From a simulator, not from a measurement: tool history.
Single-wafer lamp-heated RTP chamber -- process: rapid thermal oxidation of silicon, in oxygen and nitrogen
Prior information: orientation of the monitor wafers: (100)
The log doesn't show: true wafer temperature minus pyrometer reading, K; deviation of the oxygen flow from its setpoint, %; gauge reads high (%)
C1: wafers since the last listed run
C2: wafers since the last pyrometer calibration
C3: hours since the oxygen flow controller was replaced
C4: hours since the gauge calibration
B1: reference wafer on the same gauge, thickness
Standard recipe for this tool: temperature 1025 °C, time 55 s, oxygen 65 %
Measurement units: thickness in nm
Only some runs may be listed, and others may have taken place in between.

Run 1, hour 0.0: usual settings but oxygen 56 %; C1 0; C2 4875; C3 4751.7; C4 138.2; B1 8.031. Result: thickness 6.667 nm.
Run 2, hour 18.0: usual settings but oxygen 56 %; C1 87; C2 4963; C3 4769.7; C4 156.2; B1 8.029. Result: thickness 6.727 nm.
Run 3, hour 35.0: usual settings but time 70 s, oxygen 85 %; C1 82; C2 5045; C3 4786.7; C4 173.2; B1 8.029. Result: thickness 8.645 nm.
Run 4, hour 47.5: usual settings but time 70 s, oxygen 85 %; C1 60; C2 5106; C3 4799.2; C4 185.7; B1 8.033. Result: thickness 8.650 nm.
Run 5, hour 75.8: usual settings but oxygen 76 %; C1 137; C2 5243; C3 4827.5; C4 214.0; B1 8.035. Result: thickness 7.485 nm.
Run 6, hour 100.8: usual settings but oxygen 76 %; C1 121; C2 5364; C3 4852.5; C4 239.0; B1 8.035. Result: thickness 7.485 nm.
Run 7, hour 170.5: usual settings but temperature 1017 °C; C1 338; C2 5702; C3 4922.2; C4 308.7; B1 8.023. Result: thickness 6.738 nm.
Run 8, hour 183.0: usual settings but temperature 1017 °C; C1 60; C2 5763; C3 4934.7; C4 321.2; B1 8.035. Result: thickness 6.742 nm.
Run 9, hour 206.5: usual settings; C1 114; C2 5877; C3 4958.2; C4 344.7; B1 8.025. Result: thickness 7.146 nm.
Run 10, hour 227.4: usual settings; C1 101; C2 5978; C3 4979.1; C4 365.6; B1 8.028. Result: thickness 7.149 nm.
At hour 261.2: pyrometer window cleaned and pyrometer calibrated.
Run 11, hour 261.7: usual settings but time 35 s; C1 127; C2 2; C3 5013.4; C4 399.9; B1 8.024. Result: thickness 6.198 nm.
At hour 273.1: gauge calibrated.
Run 12, hour 273.9: usual settings but temperature 1033 °C, time 34 s, oxygen 73 %; C1 59; C2 61; C3 5025.6; C4 0.8; B1 8.029. Result: thickness 6.678 nm.
Run 13, hour 304.3: usual settings but temperature 1033 °C, time 34 s, oxygen 73 %; C1 147; C2 208; C3 5056.0; C4 31.2; B1 8.031. Result: thickness 6.699 nm.
Run 14, hour 324.2: usual settings but temperature 1043 °C, time 65 s; C1 96; C2 305; C3 5075.9; C4 51.1; B1 8.037. Result: thickness 9.148 nm.
At hour 333.3: oxygen flow controller replaced.
Run 15, hour 341.4: usual settings but temperature 1012 °C, time 66 s, oxygen 78 %; C1 44; C2 350; C3 8.1; C4 68.3; B1 8.024. Result: thickness 7.937 nm.
At hour 352.9: pyrometer window cleaned and pyrometer calibrated, repeated, since the last time left the tool worse.
Run 16, hour 368.8: usual settings but temperature 1009 °C, time 34 s; C1 94; C2 77; C3 35.5; C4 95.7; B1 8.030. Result: thickness 5.021 nm.
Run 17, hour 400.2: usual settings but temperature 1034 °C, oxygen 76 %; C1 152; C2 229; C3 66.9; C4 127.1; B1 8.033. Result: thickness 7.744 nm.
Run 18, hour 425.3: usual settings but temperature 1001 °C, time 45 s, oxygen 74 %; C1 121; C2 351; C3 92.0; C4 152.2; B1 8.033. Result: thickness 5.591 nm.
Run 19, hour 440.0: usual settings but temperature 1001 °C, time 45 s, oxygen 74 %; C1 71; C2 422; C3 106.7; C4 166.9; B1 8.039. Result: thickness 5.582 nm.
Run 20, hour 452.5: usual settings but temperature 1041 °C, oxygen 52 %; C1 60; C2 483; C3 119.2; C4 179.4; B1 8.029. Result: thickness 7.104 nm.
Run 21, hour 472.9: usual settings but oxygen 80 %; C1 98; C2 582; C3 139.6; C4 199.8; B1 8.038. Result: thickness 7.396 nm.

What if the next run were any one of these 5? Each begins from the tool's condition after run 21:
Run A, hour 473.4: usual settings; C1 2; C2 584; C3 140.1; C4 200.3; B1 ?. Result: thickness ?.
Run B, hour 473.4: usual settings but temperature 1011 °C, time 39 s, oxygen 40 %; C1 2; C2 584; C3 140.1; C4 200.3; B1 ?. Result: thickness ?.
Run C, hour 473.4: usual settings but temperature 1034 °C, time 32 s, oxygen 82 %; C1 2; C2 584; C3 140.1; C4 200.3; B1 ?. Result: thickness ?.
Run D, hour 473.4: usual settings but time 64 s, oxygen 46 %; C1 2; C2 584; C3 140.1; C4 200.3; B1 ?. Result: thickness ?.
Run E, hour 473.4: usual settings but temperature 1041 °C, time 29 s; C1 2; C2 584; C3 140.1; C4 200.3; B1 ?. Result: thickness ?.

run     B1  thickness
  A  8.038      6.860
  B  8.038      4.602
  C  8.038      6.272
  D  8.038      6.502
  E  8.038      5.828
The same runs, with their run-to-run variation unchanged, on a tool lacking any hidden condition would have given:
run  thickness
  A      6.828
  B      4.582
  C      6.243
  D      6.471
  E      5.801
